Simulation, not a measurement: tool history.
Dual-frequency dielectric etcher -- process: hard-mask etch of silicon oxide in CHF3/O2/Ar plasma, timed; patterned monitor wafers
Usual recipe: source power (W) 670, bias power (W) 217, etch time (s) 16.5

| run | hour | source power (W) | bias power (W) | etch time (s) | wafers since the last listed run | hours since the last wet clean | hours since the last source power generator calibration | hours since the last bias power generator calibration | hours since the last upper electrode change | hours since the gauge calibration | read-back reference wafer on the same gauge, depth_nm | mean etch depth across the wafer (nm) |
|---|---|---|---|---|---|---|---|---|---|---|---|---|
| 1 | 0 | 670 | 217 | 16.5 | 0 | 493.8 | 2020.7 | 2515.5 | 13.6 | 568.9 | 36.29 | 36.57 |
| 2 | 7.3 | 670 | 217 | 16.5 | 129 | 501.1 | 2028 | 2522.8 | 20.9 | 576.2 | 36.31 | 36.47 |
| 3 | 19.8 | 670 | 217 | 16.5 | 222 | 513.6 | 2040.5 | 2535.3 | 33.4 | 588.7 | 36.3 | 36.62 |
| 4 | 33.7 | 670 | 217 | 16.5 | 247 | 527.5 | 2054.4 | 2549.2 | 47.3 | 602.6 | 36.31 | 36.66 |
|  | 47.1 | gauge calibrated |
|  | 60.6 | wet clean of the chamber |
| 5 | 61.1 | 670 | 217 | 16.5 | 60 | 0.5 | 2081.8 | 2576.6 | 74.7 | 14 | 36.3 | 36.39 |
| 6 | 61.5 | 670 | 217 | 16.5 | 7 | 0.9 | 2082.2 | 2577 | 75.1 | 14.4 | 36.3 | 36.45 |
| 7 | 74.1 | 610 | 187 | 18.5 | 224 | 13.5 | 2094.8 | 2589.6 | 87.7 | 27 | 36.3 | 36.76 |
| 8 | 91.7 | 740 | 232 | 13 | 313 | 31.1 | 2112.4 | 2607.2 | 105.3 | 44.6 | 36.29 | 30.62 |
|  | 98.3 | source power generator calibrated |
| 9 | 106.3 | 670 | 217 | 13 | 188 | 45.7 | 8 | 2621.8 | 119.9 | 59.2 | 36.31 | 28.65 |
| 10 | 122.1 | 670 | 266 | 16.5 | 281 | 61.5 | 23.8 | 2637.6 | 135.7 | 75 | 36.31 | 40.05 |
| 11 | 136.9 | 800 | 194 | 15 | 263 | 76.3 | 38.6 | 2652.4 | 150.5 | 89.8 | 36.3 | 33.5 |
| 12 | 144.8 | 750 | 264 | 16.5 | 140 | 84.2 | 46.5 | 2660.3 | 158.4 | 97.7 | 36.31 | 41.53 |
| 13 | 155.5 | 600 | 202 | 14 | 190 | 94.9 | 57.2 | 2671 | 169.1 | 108.4 | 36.3 | 28.79 |
| 14 | 169.4 | 580 | 217 | 21.5 | 247 | 108.8 | 71.1 | 2684.9 | 183 | 122.3 | 36.3 | 45.05 |
| 15 | 183.4 | 670 | 191 | 21.5 | 249 | 122.8 | 85.1 | 2698.9 | 197 | 136.3 | 36.31 | 44.76 |
| 16 | 192.4 | 540 | 217 | 16.5 | 160 | 131.8 | 94.1 | 2707.9 | 206 | 145.3 | 36.3 | 33.75 |
| 17 | 206.7 | 720 | 260 | 16.5 | 254 | 146.1 | 108.4 | 2722.2 | 220.3 | 159.6 | 36.3 | 40.66 |
| 18 | 214.8 | 810 | 271 | 20.5 | 144 | 154.2 | 116.5 | 2730.3 | 228.4 | 167.7 | 36.3 | 53.76 |
| 19 | 227.9 | 620 | 236 | 16.5 | 233 | 167.3 | 129.6 | 2743.4 | 241.5 | 180.8 | 36.3 | 36.86 |
|  | 235.1 | bias power generator calibrated |
| 20 | 242.4 | 670 | 268 | 18.5 | 186 | 181.8 | 144.1 | 7.3 | 256 | 195.3 | 36.29 | 45.15 |
| 21 | 254.2 | 670 | 217 | 16.5 | 209 | 193.6 | 155.9 | 19.1 | 267.8 | 207.1 | 36.29 | 36.45 |
| 22 | 263.6 | 730 | 266 | 16.5 | 167 | 203 | 165.3 | 28.5 | 277.2 | 216.5 | 36.3 | 41.29 |
| 23 | 274.5 | 790 | 217 | 16.5 | 193 | 213.9 | 176.2 | 39.4 | 288.1 | 227.4 | 36.3 | 38.72 |
| 24 | 288.2 | 670 | 246 | 16.5 | 243 | 227.6 | 189.9 | 53.1 | 301.8 | 241.1 | 36.3 | 38.76 |
| 25 | 304 | 670 | 217 | 16.5 | 281 | 243.4 | 205.7 | 68.9 | 317.6 | 256.9 | 36.28 | 36.57 |
| 26 | 315.1 | 720 | 260 | 16.5 | 197 | 254.5 | 216.8 | 80 | 328.7 | 268 | 36.3 | 40.64 |
| 27 | 328.5 | 670 | 217 | 19 | 238 | 267.9 | 230.2 | 93.4 | 342.1 | 281.4 | 36.31 | 41.94 |

Run 28, settings as shown, results not yet in. Your forecast:
| 28 | 339.3 | 670 | 217 | 16.5 | 192 | 278.7 | 241 | 104.2 | 352.9 | 292.2 | ? | ? |

{"run 28": {"read-back reference wafer on the same gauge, depth_nm": 36.31, "mean etch depth across the wafer (nm)": 36.49}}
Take away the tool's hidden state, keep the run-to-run variation as it was, and the same run would have given mean etch depth across the wafer (nm) 36.4.
